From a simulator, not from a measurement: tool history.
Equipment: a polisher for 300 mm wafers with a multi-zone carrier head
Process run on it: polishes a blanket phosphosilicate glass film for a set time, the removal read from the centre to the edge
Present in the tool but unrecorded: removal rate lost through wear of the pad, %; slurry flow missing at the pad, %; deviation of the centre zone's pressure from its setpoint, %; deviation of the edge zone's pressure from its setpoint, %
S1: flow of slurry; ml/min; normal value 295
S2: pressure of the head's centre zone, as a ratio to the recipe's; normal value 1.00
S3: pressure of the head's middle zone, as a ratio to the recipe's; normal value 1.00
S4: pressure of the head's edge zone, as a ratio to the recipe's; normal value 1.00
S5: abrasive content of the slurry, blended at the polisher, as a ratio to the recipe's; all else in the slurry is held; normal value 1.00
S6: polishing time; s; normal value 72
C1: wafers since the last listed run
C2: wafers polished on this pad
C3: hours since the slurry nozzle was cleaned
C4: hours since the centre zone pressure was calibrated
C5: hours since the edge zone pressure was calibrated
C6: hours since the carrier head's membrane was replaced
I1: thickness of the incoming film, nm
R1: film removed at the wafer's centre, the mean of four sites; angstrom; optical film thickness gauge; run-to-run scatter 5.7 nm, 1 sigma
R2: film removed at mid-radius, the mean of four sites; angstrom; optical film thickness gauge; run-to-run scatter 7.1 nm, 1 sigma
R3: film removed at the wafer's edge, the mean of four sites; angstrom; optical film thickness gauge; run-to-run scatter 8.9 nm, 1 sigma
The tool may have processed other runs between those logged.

{"run": 1, "hour": 0.0, "S1": 295, "S2": 1.07, "S3": 0.89, "S4": 1.11, "S5": 1.0, "S6": 53, "C1": 0, "C2": 260, "C3": 853.6, "C4": 809.0, "C5": 1283.3, "C6": 1506.1, "I1": 3116.1, "R1": 4270, "R2": 3812, "R3": 4409}
{"hour": 4.3, "done": "centre zone pressure recalibrated"}
{"hour": 11.5, "done": "carrier head's membrane replaced by a new one"}
{"run": 2, "hour": 32.6, "S1": 295, "S2": 1.0, "S3": 1.0, "S4": 1.0, "S5": 1.0, "S6": 72, "C1": 219, "C2": 479, "C3": 886.2, "C4": 28.3, "C5": 1315.9, "C6": 21.1, "I1": 3124.6, "R1": 5457, "R2": 5704, "R3": 5674}
{"run": 3, "hour": 45.3, "S1": 295, "S2": 1.0, "S3": 1.0, "S4": 0.92, "S5": 1.0, "S6": 55, "C1": 108, "C2": 588, "C3": 898.9, "C4": 41.0, "C5": 1328.6, "C6": 33.8, "I1": 3120.5, "R1": 4211, "R2": 4271, "R3": 4234}
{"run": 4, "hour": 60.7, "S1": 295, "S2": 1.0, "S3": 0.93, "S4": 1.0, "S5": 1.0, "S6": 65, "C1": 132, "C2": 720, "C3": 914.3, "C4": 56.4, "C5": 1344.0, "C6": 49.2, "I1": 3086.3, "R1": 4893, "R2": 4739, "R3": 5061}
{"hour": 69.5, "done": "slurry nozzle cleaned"}
{"run": 5, "hour": 73.2, "S1": 295, "S2": 1.0, "S3": 1.1, "S4": 1.11, "S5": 1.0, "S6": 72, "C1": 98, "C2": 819, "C3": 3.7, "C4": 68.9, "C5": 1356.5, "C6": 61.7, "I1": 3052.8, "R1": 5932, "R2": 6769, "R3": 6237}
{"hour": 82.6, "done": "edge zone pressure recalibrated"}
{"run": 6, "hour": 85.3, "S1": 240, "S2": 1.0, "S3": 1.0, "S4": 0.9, "S5": 0.9, "S6": 72, "C1": 86, "C2": 906, "C3": 15.8, "C4": 81.0, "C5": 2.7, "C6": 73.8, "I1": 3072.1, "R1": 5554, "R2": 5651, "R3": 5284}
{"run": 7, "hour": 92.7, "S1": 190, "S2": 1.0, "S3": 0.88, "S4": 1.0, "S5": 1.15, "S6": 97, "C1": 63, "C2": 969, "C3": 23.2, "C4": 88.4, "C5": 10.1, "C6": 81.2, "I1": 3058.6, "R1": 7872, "R2": 7252, "R3": 8135}
{"run": 8, "hour": 99.1, "S1": 295, "S2": 1.0, "S3": 1.0, "S4": 0.89, "S5": 1.2, "S6": 85, "C1": 54, "C2": 1024, "C3": 29.6, "C4": 94.8, "C5": 16.5, "C6": 87.6, "I1": 3055.4, "R1": 7564, "R2": 7843, "R3": 7346}
{"hour": 103.8, "done": "worn pad replaced by a new one"}
{"run": 9, "hour": 107.6, "S1": 295, "S2": 1.0, "S3": 1.0, "S4": 1.0, "S5": 1.0, "S6": 96, "C1": 38, "C2": 32, "C3": 38.1, "C4": 103.3, "C5": 25.0, "C6": 96.1, "I1": 3072.1, "R1": 8026, "R2": 8060, "R3": 8101}
{"run": 10, "hour": 123.3, "S1": 295, "S2": 1.0, "S3": 1.0, "S4": 1.0, "S5": 1.0, "S6": 72, "C1": 134, "C2": 167, "C3": 53.8, "C4": 119.0, "C5": 40.7, "C6": 111.8, "I1": 3103.5, "R1": 5899, "R2": 6169, "R3": 5982}
{"run": 11, "hour": 133.5, "S1": 295, "S2": 1.0, "S3": 1.0, "S4": 1.0, "S5": 1.0, "S6": 72, "C1": 87, "C2": 254, "C3": 64.0, "C4": 129.2, "C5": 50.9, "C6": 122.0, "I1": 3075.7, "R1": 5977, "R2": 6158, "R3": 6052}
{"run": 12, "hour": 142.4, "S1": 295, "S2": 1.0, "S3": 1.0, "S4": 1.0, "S5": 1.0, "S6": 72, "C1": 76, "C2": 331, "C3": 72.9, "C4": 138.1, "C5": 59.8, "C6": 130.9, "I1": 3104.6, "R1": 6008, "R2": 6163, "R3": 5911}
{"run": 13, "hour": 151.9, "S1": 295, "S2": 1.0, "S3": 1.03, "S4": 1.0, "S5": 1.0, "S6": 72, "C1": 81, "C2": 412, "C3": 82.4, "C4": 147.6, "C5": 69.3, "C6": 140.4, "I1": 3098.6, "R1": 6044, "R2": 6304, "R3": 6014}

Run 14 has not been measured yet. What should we expect?
{"run": 14, "hour": 167.8, "S1": 295, "S2": 1.04, "S3": 1.0, "S4": 1.0, "S5": 1.0, "S6": 72, "C1": 136, "C2": 548, "C3": 98.3, "C4": 163.5, "C5": 85.2, "C6": 156.3, "I1": 3093.9, "R1": "?", "R2": "?", "R3": "?"}

R1: 6159 angstrom
R2: 6092 angstrom
R3: 6110 angstrom
If the tool had no hidden condition, the same run with the same run-to-run variation would have returned R1 6249 angstrom, R2 6172 angstrom, R3 6170 angstrom.

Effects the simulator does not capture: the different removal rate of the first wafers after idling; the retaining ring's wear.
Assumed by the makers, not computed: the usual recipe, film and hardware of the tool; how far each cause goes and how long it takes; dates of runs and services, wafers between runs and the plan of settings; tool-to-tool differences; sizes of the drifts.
